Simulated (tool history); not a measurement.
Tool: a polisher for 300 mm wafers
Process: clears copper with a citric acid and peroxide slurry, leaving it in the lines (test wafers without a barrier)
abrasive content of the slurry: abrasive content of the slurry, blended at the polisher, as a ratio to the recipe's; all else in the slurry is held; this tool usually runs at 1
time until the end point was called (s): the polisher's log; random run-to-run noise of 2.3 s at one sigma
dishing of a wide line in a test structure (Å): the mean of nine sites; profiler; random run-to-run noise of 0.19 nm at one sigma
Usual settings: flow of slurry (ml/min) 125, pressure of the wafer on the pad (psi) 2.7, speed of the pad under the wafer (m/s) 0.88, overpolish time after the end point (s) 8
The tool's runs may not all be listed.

| run | day | flow of slurry (ml/min) | pressure of the wafer on the pad (psi) | speed of the pad under the wafer (m/s) | abrasive content of the slurry | overpolish time after the end point (s) | incoming thickness of the incoming film, nm | time until the end point was called (s) | dishing of a wide line in a test structure (Å) |
|---|---|---|---|---|---|---|---|---|---|
| 1 | 0 | 125 | 2.7 | 0.88 | 1 | 8 | 299.6 | 152.7 | 105 |
| 2 | 0.533 | 125 | 3.2 | 0.88 | 1 | 8 | 300.4 | 135.1 | 119 |
| 3 | 0.821 | 125 | 3.2 | 0.88 | 1 | 8 | 303.6 | 135.4 | 121 |
| 4 | 1.529 | 125 | 2.7 | 0.88 | 1 | 8 | 301.5 | 155.8 | 101 |
| 5 | 1.883 | 125 | 2.7 | 0.88 | 1 | 8 | 296.9 | 159.5 | 104 |
| 6 | 2.171 | 125 | 2.7 | 0.88 | 1 | 8 | 299.6 | 160.5 | 102 |
| 7 | 2.65 | 125 | 2.7 | 0.76 | 1 | 10 | 304.2 | 186.2 | 110 |
| 8 | 2.992 | 125 | 2.7 | 0.76 | 1 | 10 | 297.3 | 181.4 | 110 |
| 9 | 3.533 | 125 | 2.7 | 0.76 | 1 | 10 | 297.6 | 183.9 | 107 |
| 10 | 4.225 | 125 | 2.7 | 0.88 | 1.2 | 8 | 300.2 | 160.6 | 101 |
|  | 4.883 | slurry nozzle cleaned |
| 11 | 4.904 | 125 | 2.7 | 0.88 | 1 | 8 | 301.2 | 166.3 | 98 |
| 12 | 5.467 | 125 | 2.7 | 0.74 | 1 | 8 | 295.4 | 201.8 | 81 |
|  | 5.675 | slurry blender recalibrated |
| 13 | 5.912 | 125 | 2.7 | 0.88 | 1 | 8 | 300.6 | 162.3 | 101 |
| 14 | 6.554 | 125 | 2.7 | 0.98 | 1 | 8 | 294.9 | 136.5 | 112 |
| 15 | 6.908 | 100 | 3.3 | 0.62 | 1.1 | 8 | 297 | 196.9 | 84 |
| 16 | 7.592 | 125 | 3.2 | 1.04 | 1 | 8 | 303.8 | 119 | 135 |
|  | 7.838 | worn pad replaced by a new one |
| 17 | 7.892 | 125 | 2.7 | 0.88 | 1 | 8 | 301.2 | 143.9 | 117 |
| 18 | 8.329 | 155 | 2.2 | 0.88 | 1.3 | 8 | 303.5 | 159.1 | 108 |
| 19 | 8.683 | 125 | 2.7 | 0.88 | 1 | 8 | 296.2 | 140.3 | 110 |
| 20 | 9.233 | 125 | 2 | 0.88 | 1.1 | 8 | 304.4 | 178.1 | 93 |
|  | 9.846 | head pressure recalibrated |
| 21 | 9.867 | 125 | 2.1 | 0.88 | 0.8 | 11 | 305 | 186.5 | 123 |
| 22 | 10.171 | 125 | 2 | 0.88 | 1 | 8 | 294.9 | 182 | 87 |

Run 23, settings as shown, results not yet in. Your forecast:
| 23 | 10.579 | 125 | 2.4 | 0.88 | 1 | 8 | 303.3 | ? | ? |

Run 23 measured time until the end point was called (s) 158.4, dishing of a wide line in a test structure (Å) 103.
With the hidden condition absent and the run-to-run variation left alone, this run would have shown time until the end point was called (s) 150.7, dishing of a wide line in a test structure (Å) 108.

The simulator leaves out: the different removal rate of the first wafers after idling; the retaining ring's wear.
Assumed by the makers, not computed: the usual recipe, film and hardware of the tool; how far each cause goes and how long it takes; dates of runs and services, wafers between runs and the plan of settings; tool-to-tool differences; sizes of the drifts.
